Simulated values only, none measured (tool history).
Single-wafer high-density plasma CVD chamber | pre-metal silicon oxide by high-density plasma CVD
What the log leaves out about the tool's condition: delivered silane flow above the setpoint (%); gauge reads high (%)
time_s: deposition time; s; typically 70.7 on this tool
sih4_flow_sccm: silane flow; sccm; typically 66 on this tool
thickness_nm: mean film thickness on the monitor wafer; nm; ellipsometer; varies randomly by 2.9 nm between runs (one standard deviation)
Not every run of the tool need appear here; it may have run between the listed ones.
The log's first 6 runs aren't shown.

run	hour	time_s	sih4_flow_sccm	wafers since the last listed run	hours since the silane flow controller was replaced	hours since the gauge calibration	read-back reference wafer on the same gauge, thickness_nm	thickness_nm
7	313.7	79.1	58	752	1374.3	1083.1	433.083	520.067
8	360.9	79.1	58	770	1421.5	1130.3	432.776	514.914
9	388.2	70.7	66	445	1448.8	1157.6	432.893	519.835
10	419.5	70.7	66	511	1480.1	1188.9	432.911	515.921
11	489.3	70.7	76	1139	1549.9	1258.7	433.144	584.342
12	514.0	70.7	66	403	1574.6	1283.4	432.501	518.363
13	567.9	64.1	66	880	1628.5	1337.3	432.888	474.315
14	616.6	59.8	66	795	1677.2	1386.0	432.758	439.420
15	677.0	59.8	66	986	1737.6	1446.4	432.944	443.211
16	706.8	79.7	59	486	1767.4	1476.2	432.801	536.907
# hour 740.1: gauge calibrated
17	740.6	81.7	77	551	1801.2	0.5	432.865	688.321
18	807.4	70.7	66	1090	1868.0	67.3	432.782	525.935
19	866.0	74.8	59	956	1926.6	125.9	433.023	504.936
20	891.4	70.7	75	414	1952.0	151.3	432.912	583.545
21	954.9	63.4	62	1036	2015.5	214.8	432.511	451.012
22	997.8	78.0	79	700	2058.4	257.7	433.459	673.209
# hour 1029.4: silane flow controller replaced
23	1043.7	70.7	66	618	14.3	303.6	432.694	498.570
24	1080.8	64.6	58	605	51.4	340.7	433.164	411.990
25	1148.7	56.9	77	1108	119.3	408.6	433.185	460.347
26	1190.0	70.7	66	674	160.6	449.9	433.204	511.519
27	1245.1	78.0	79	899	215.7	505.0	433.125	650.375
28	1309.6	79.1	58	1053	280.2	569.5	433.031	507.422
29	1380.5	79.1	58	1157	351.1	640.4	433.176	508.092
30	1447.1	76.8	66	1087	417.7	707.0	433.402	553.960

Here are 5 independent what-if runs from the current tool condition. What would each one return?
A	1447.5	70.7	66	6	418.1	707.4	?	?
B	1447.5	77.3	54	6	418.1	707.4	?	?
C	1447.5	83.4	75	6	418.1	707.4	?	?
D	1447.5	70.7	59	6	418.1	707.4	?	?
E	1447.5	83.8	56	6	418.1	707.4	?	?

run	read-back reference wafer on the same gauge, thickness_nm	thickness_nm
A	432.692	506.831
B	432.692	470.514
C	432.692	665.548
D	432.692	462.212
E	432.692	525.189
Without the tool's unlogged condition, the same runs would have read:
run	thickness_nm
A	501.950
B	465.983
C	659.137
D	457.760
E	520.131
